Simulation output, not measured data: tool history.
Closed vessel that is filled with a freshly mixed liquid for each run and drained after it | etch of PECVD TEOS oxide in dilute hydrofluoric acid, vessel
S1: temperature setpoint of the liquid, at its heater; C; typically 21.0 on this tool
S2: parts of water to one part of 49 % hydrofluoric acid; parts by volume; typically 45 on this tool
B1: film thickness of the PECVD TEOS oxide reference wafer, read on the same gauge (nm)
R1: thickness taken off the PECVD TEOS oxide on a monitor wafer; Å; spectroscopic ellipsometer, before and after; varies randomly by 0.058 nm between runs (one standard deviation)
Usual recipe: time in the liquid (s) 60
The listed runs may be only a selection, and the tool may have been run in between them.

run 1 hour=0.0 | S1=21.0 S2=45 time_in_the_liquid_(s)=60 | B1=89.99 | R1=141.5
-- hour=14.0 thermometer replaced
run 2 hour=160.7 | S1=21.0 S2=45 time_in_the_liquid_(s)=60 | B1=90.02 | R1=138.1
run 3 hour=239.1 | S1=21.0 S2=45 time_in_the_liquid_(s)=60 | B1=90.00 | R1=138.6
run 4 hour=323.8 | S1=21.0 S2=45 time_in_the_liquid_(s)=85 | B1=90.01 | R1=196.7
run 5 hour=421.1 | S1=21.0 S2=45 time_in_the_liquid_(s)=85 | B1=89.98 | R1=197.7
run 6 hour=508.2 | S1=21.0 S2=45 time_in_the_liquid_(s)=60 | B1=90.00 | R1=139.9
-- hour=545.1 gauge calibrated
run 7 hour=603.0 | S1=21.0 S2=45 time_in_the_liquid_(s)=60 | B1=90.01 | R1=140.0
run 8 hour=683.6 | S1=21.0 S2=45 time_in_the_liquid_(s)=60 | B1=89.98 | R1=139.7
run 9 hour=760.3 | S1=21.0 S2=45 time_in_the_liquid_(s)=40 | B1=90.01 | R1=93.3
run 10 hour=986.5 | S1=21.0 S2=45 time_in_the_liquid_(s)=40 | B1=89.97 | R1=94.4
run 11 hour=1096.4 | S1=21.0 S2=45 time_in_the_liquid_(s)=40 | B1=89.96 | R1=94.7
-- hour=1099.8 thermometer replaced
run 12 hour=1176.8 | S1=21.0 S2=45 time_in_the_liquid_(s)=60 | B1=89.98 | R1=137.3
run 13 hour=1270.3 | S1=21.0 S2=45 time_in_the_liquid_(s)=60 | B1=90.01 | R1=137.8
run 14 hour=1354.3 | S1=21.0 S2=45 time_in_the_liquid_(s)=60 | B1=89.98 | R1=138.3
run 15 hour=1411.7 | S1=25.0 S2=55 time_in_the_liquid_(s)=80 | B1=90.02 | R1=175.2
run 16 hour=1501.8 | S1=21.0 S2=45 time_in_the_liquid_(s)=60 | B1=90.00 | R1=139.4
run 17 hour=1560.7 | S1=17.0 S2=45 time_in_the_liquid_(s)=80 | B1=90.01 | R1=156.4
run 18 hour=1650.4 | S1=24.5 S2=45 time_in_the_liquid_(s)=60 | B1=90.03 | R1=163.1
run 19 hour=1736.5 | S1=25.5 S2=45 time_in_the_liquid_(s)=60 | B1=89.99 | R1=168.8
run 20 hour=1779.9 | S1=21.0 S2=45 time_in_the_liquid_(s)=85 | B1=90.01 | R1=198.3
-- hour=1805.2 hydrofluoric acid flow meter replaced
run 21 hour=1836.1 | S1=21.0 S2=65 time_in_the_liquid_(s)=60 | B1=89.98 | R1=94.6
run 22 hour=1967.8 | S1=17.0 S2=30 time_in_the_liquid_(s)=70 | B1=90.04 | R1=212.3
run 23 hour=2005.1 | S1=21.0 S2=45 time_in_the_liquid_(s)=60 | B1=90.01 | R1=140.4
run 24 hour=2094.9 | S1=24.0 S2=50 time_in_the_liquid_(s)=80 | B1=89.97 | R1=192.0
run 25 hour=2191.8 | S1=23.0 S2=30 time_in_the_liquid_(s)=60 | B1=89.98 | R1=237.8
run 26 hour=2280.4 | S1=24.0 S2=25 time_in_the_liquid_(s)=60 | B1=90.00 | R1=298.6
-- hour=2299.4 thermometer replaced
run 27 hour=2372.7 | S1=21.0 S2=45 time_in_the_liquid_(s)=30 | B1=89.98 | R1=69.2
run 28 hour=2427.4 | S1=21.0 S2=45 time_in_the_liquid_(s)=60 | B1=90.01 | R1=138.8
run 29 hour=2528.7 | S1=21.0 S2=45 time_in_the_liquid_(s)=60 | B1=90.00 | R1=139.1
run 30 hour=2578.7 | S1=17.0 S2=60 time_in_the_liquid_(s)=85 | B1=90.02 | R1=122.7
run 31 hour=2643.7 | S1=19.5 S2=35 time_in_the_liquid_(s)=70 | B1=89.97 | R1=198.8
run 32 hour=2698.0 | S1=19.5 S2=35 time_in_the_liquid_(s)=70 | B1=90.02 | R1=199.1
run 33 hour=2757.4 | S1=23.0 S2=65 time_in_the_liquid_(s)=70 | B1=89.98 | R1=120.0
run 34 hour=2850.4 | S1=17.0 S2=35 time_in_the_liquid_(s)=60 | B1=90.04 | R1=153.4

List, for all runs, the conditions of the tool that the log does not record:
hydrofluoric acid flow below the setpoint (%): 0, the same for each run
gauge reads high (%): 0, the same for each run
H1: liquid hotter than its thermometer reads (K)
run=1 H1=0.872
run=2 H1=0.175
run=3 H1=0.228
run=4 H1=0.284
run=5 H1=0.35
run=6 H1=0.408
run=7 H1=0.472
run=8 H1=0.526
run=9 H1=0.577
run=10 H1=0.729
run=11 H1=0.802
run=12 H1=0.0851
run=13 H1=0.148
run=14 H1=0.204
run=15 H1=0.243
run=16 H1=0.303
run=17 H1=0.342
run=18 H1=0.403
run=19 H1=0.46
run=20 H1=0.489
run=21 H1=0.527
run=22 H1=0.615
run=23 H1=0.64
run=24 H1=0.701
run=25 H1=0.766
run=26 H1=0.825
run=27 H1=0.229
run=28 H1=0.266
run=29 H1=0.334
run=30 H1=0.368
run=31 H1=0.411
run=32 H1=0.448
run=33 H1=0.487
run=34 H1=0.55

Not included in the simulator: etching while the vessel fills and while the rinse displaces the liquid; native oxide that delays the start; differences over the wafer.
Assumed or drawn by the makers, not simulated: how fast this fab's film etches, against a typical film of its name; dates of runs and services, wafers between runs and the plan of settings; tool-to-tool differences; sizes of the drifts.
